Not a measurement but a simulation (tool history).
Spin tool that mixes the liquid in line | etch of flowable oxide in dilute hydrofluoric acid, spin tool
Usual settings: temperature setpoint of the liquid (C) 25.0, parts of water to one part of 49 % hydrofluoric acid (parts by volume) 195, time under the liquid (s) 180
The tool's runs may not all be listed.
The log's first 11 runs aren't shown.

run,hour,temperature setpoint of the liquid (C),parts of water to one part of 49 % hydrofluoric acid (parts by volume),time under the liquid (s),"read-back film thickness of the flowable oxide reference wafer, read on the same gauge (nm)",thickness taken off the flowable oxide on a monitor wafer (angstrom)
12,884.6,25.0,195,180,49.99,517.5
13,964.8,25.0,195,180,49.99,518.0
14,1066.6,25.0,95,180,50.00,1202.1
# hour 1143.8: hydrofluoric acid flow meter replaced
15,1166.0,22.5,230,130,50.00,274.3
16,1330.4,25.0,250,285,50.00,599.8
17,1437.5,25.0,250,285,50.00,600.6
# hour 1486.0: gauge calibrated
18,1496.6,25.0,195,85,49.98,244.0
19,1572.3,25.0,160,260,50.01,956.8

The next listed run, before its measurement:
20,1644.2,20.0,270,255,?,?

Run 20 gave read-back film thickness of the flowable oxide reference wafer, read on the same gauge (nm) 50.00, thickness taken off the flowable oxide on a monitor wafer (angstrom) 414.8.
Without the tool's hidden state the same run would have given thickness taken off the flowable oxide on a monitor wafer (angstrom) 395.6.
